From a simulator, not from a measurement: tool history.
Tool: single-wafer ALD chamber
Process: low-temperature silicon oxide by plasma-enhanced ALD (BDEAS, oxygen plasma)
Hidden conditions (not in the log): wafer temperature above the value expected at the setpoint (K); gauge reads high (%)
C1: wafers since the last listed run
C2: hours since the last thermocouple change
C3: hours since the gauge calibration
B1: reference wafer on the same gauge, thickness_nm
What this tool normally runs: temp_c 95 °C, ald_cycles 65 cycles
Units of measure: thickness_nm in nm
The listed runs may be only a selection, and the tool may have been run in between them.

{"run": 1, "day": 0.0, "temp_c": 95, "ald_cycles": 65, "C1": 0, "C2": 2254.8, "C3": 488.7, "B1": 9.573, "thickness_nm": 8.871}
{"run": 2, "day": 1.088, "temp_c": 95, "ald_cycles": 65, "C1": 126, "C2": 2280.9, "C3": 514.8, "B1": 9.574, "thickness_nm": 8.857}
{"run": 3, "day": 2.796, "temp_c": 95, "ald_cycles": 65, "C1": 199, "C2": 2321.9, "C3": 555.8, "B1": 9.56, "thickness_nm": 8.874}
{"run": 4, "day": 5.792, "temp_c": 106, "ald_cycles": 65, "C1": 349, "C2": 2393.8, "C3": 627.7, "B1": 9.557, "thickness_nm": 8.616}
{"run": 5, "day": 7.346, "temp_c": 106, "ald_cycles": 65, "C1": 181, "C2": 2431.1, "C3": 665.0, "B1": 9.552, "thickness_nm": 8.584}
{"run": 6, "day": 8.817, "temp_c": 106, "ald_cycles": 65, "C1": 171, "C2": 2466.4, "C3": 700.3, "B1": 9.553, "thickness_nm": 8.551}
{"run": 7, "day": 11.342, "temp_c": 95, "ald_cycles": 65, "C1": 294, "C2": 2527.0, "C3": 760.9, "B1": 9.554, "thickness_nm": 8.856}
{"day": 12.467, "done": "thermocouple changed; heater temperature recalibrated"}
{"run": 8, "day": 14.167, "temp_c": 95, "ald_cycles": 65, "C1": 290, "C2": 40.8, "C3": 828.7, "B1": 9.55, "thickness_nm": 8.841}
{"run": 9, "day": 15.592, "temp_c": 84, "ald_cycles": 65, "C1": 166, "C2": 75.0, "C3": 862.9, "B1": 9.546, "thickness_nm": 9.205}
{"run": 10, "day": 16.871, "temp_c": 85, "ald_cycles": 65, "C1": 149, "C2": 105.7, "C3": 893.6, "B1": 9.549, "thickness_nm": 9.2}
{"day": 17.004, "done": "gauge calibrated"}
{"run": 11, "day": 19.675, "temp_c": 110, "ald_cycles": 60, "C1": 327, "C2": 173.0, "C3": 64.1, "B1": 9.689, "thickness_nm": 8.013}
{"run": 12, "day": 21.358, "temp_c": 95, "ald_cycles": 65, "C1": 196, "C2": 213.4, "C3": 104.5, "B1": 9.671, "thickness_nm": 8.986}
{"run": 13, "day": 23.658, "temp_c": 104, "ald_cycles": 77, "C1": 268, "C2": 268.6, "C3": 159.7, "B1": 9.642, "thickness_nm": 10.297}
{"run": 14, "day": 25.667, "temp_c": 89, "ald_cycles": 60, "C1": 234, "C2": 316.8, "C3": 207.9, "B1": 9.633, "thickness_nm": 8.453}
{"run": 15, "day": 27.704, "temp_c": 95, "ald_cycles": 65, "C1": 237, "C2": 365.7, "C3": 256.8, "B1": 9.618, "thickness_nm": 8.91}
{"run": 16, "day": 28.754, "temp_c": 95, "ald_cycles": 74, "C1": 122, "C2": 390.9, "C3": 282.0, "B1": 9.611, "thickness_nm": 10.136}
{"run": 17, "day": 29.933, "temp_c": 95, "ald_cycles": 65, "C1": 137, "C2": 419.2, "C3": 310.3, "B1": 9.605, "thickness_nm": 8.919}
{"run": 18, "day": 32.767, "temp_c": 100, "ald_cycles": 72, "C1": 330, "C2": 487.2, "C3": 378.3, "B1": 9.595, "thickness_nm": 9.668}

Below are 4 alternative next runs, each starting from the tool's condition after run 18. Predict each:
{"run": "A", "day": 32.788, "temp_c": 95, "ald_cycles": 65, "C1": 2, "C2": 487.7, "C3": 378.8, "B1": "?", "thickness_nm": "?"}
{"run": "B", "day": 32.788, "temp_c": 105, "ald_cycles": 57, "C1": 2, "C2": 487.7, "C3": 378.8, "B1": "?", "thickness_nm": "?"}
{"run": "C", "day": 32.788, "temp_c": 81, "ald_cycles": 74, "C1": 2, "C2": 487.7, "C3": 378.8, "B1": "?", "thickness_nm": "?"}
{"run": "D", "day": 32.788, "temp_c": 95, "ald_cycles": 72, "C1": 2, "C2": 487.7, "C3": 378.8, "B1": "?", "thickness_nm": "?"}

run=A B1=9.595 thickness_nm=8.873
run=B B1=9.595 thickness_nm=7.560
run=C B1=9.595 thickness_nm=10.652
run=D B1=9.595 thickness_nm=9.828
What these runs would have given with no unlogged condition in the tool:
run=A thickness_nm=8.989
run=B thickness_nm=7.660
run=C thickness_nm=10.792
run=D thickness_nm=9.958
